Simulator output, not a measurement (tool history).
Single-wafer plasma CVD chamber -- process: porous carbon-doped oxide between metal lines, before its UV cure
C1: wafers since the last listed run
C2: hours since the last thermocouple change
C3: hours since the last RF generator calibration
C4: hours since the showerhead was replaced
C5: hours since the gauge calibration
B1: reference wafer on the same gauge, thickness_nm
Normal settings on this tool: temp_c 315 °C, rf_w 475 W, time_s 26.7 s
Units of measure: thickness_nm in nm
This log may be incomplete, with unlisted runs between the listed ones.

run 1 hour=0 | temp_c=315 rf_w=475 time_s=26.7 | C1=0 C2=1587.5 C3=1672.7 C4=1797.6 C5=220.6 | B1=135.944 | thickness_nm=133.876
run 2 hour=27.4 | temp_c=315 rf_w=475 time_s=26.7 | C1=442 C2=1614.9 C3=1700.1 C4=1825 C5=248 | B1=136.073 | thickness_nm=133.922
run 3 hour=59.7 | temp_c=315 rf_w=475 time_s=26.7 | C1=522 C2=1647.2 C3=1732.4 C4=1857.3 C5=280.3 | B1=136.078 | thickness_nm=133.769
run 4 hour=85.8 | temp_c=315 rf_w=475 time_s=26.7 | C1=421 C2=1673.3 C3=1758.5 C4=1883.4 C5=306.4 | B1=135.973 | thickness_nm=133.865
run 5 hour=123.7 | temp_c=315 rf_w=475 time_s=26.7 | C1=612 C2=1711.2 C3=1796.4 C4=1921.3 C5=344.3 | B1=136.128 | thickness_nm=133.587
run 6 hour=182.3 | temp_c=315 rf_w=475 time_s=26.7 | C1=947 C2=1769.8 C3=1855 C4=1979.9 C5=402.9 | B1=135.982 | thickness_nm=133.238
run 7 hour=249 | temp_c=315 rf_w=475 time_s=26.7 | C1=1078 C2=1836.5 C3=1921.7 C4=2046.6 C5=469.6 | B1=136.109 | thickness_nm=132.942
run 8 hour=308.1 | temp_c=315 rf_w=475 time_s=26.7 | C1=955 C2=1895.6 C3=1980.8 C4=2105.7 C5=528.7 | B1=135.858 | thickness_nm=132.993
run 9 hour=347.3 | temp_c=315 rf_w=475 time_s=26.7 | C1=633 C2=1934.8 C3=2020 C4=2144.9 C5=567.9 | B1=135.923 | thickness_nm=132.685
run 10 hour=387.2 | temp_c=315 rf_w=475 time_s=26.7 | C1=644 C2=1974.7 C3=2059.9 C4=2184.8 C5=607.8 | B1=136.066 | thickness_nm=132.579
run 11 hour=441.3 | temp_c=315 rf_w=475 time_s=26.7 | C1=874 C2=2028.8 C3=2114 C4=2238.9 C5=661.9 | B1=135.928 | thickness_nm=132.731
run 12 hour=486 | temp_c=315 rf_w=475 time_s=26.7 | C1=722 C2=2073.5 C3=2158.7 C4=2283.6 C5=706.6 | B1=135.928 | thickness_nm=132.195
-- hour=598.3 gauge calibrated
run 13 hour=647.2 | temp_c=315 rf_w=475 time_s=23.5 | C1=2605 C2=2234.7 C3=2319.9 C4=2444.8 C5=48.9 | B1=136.03 | thickness_nm=115.51

Estimate the outcome of run 14 from the log above:
run 14 hour=675.9 | temp_c=315 rf_w=475 time_s=26.7 | C1=463 C2=2263.4 C3=2348.6 C4=2473.5 C5=77.6 | B1=? | thickness_nm=?

{"run 14": {"B1": 135.939, "thickness_nm": 131.118}}
Were there no unlogged condition in the tool, this run, its random variation unchanged, would have produced thickness_nm 138.866 nm.
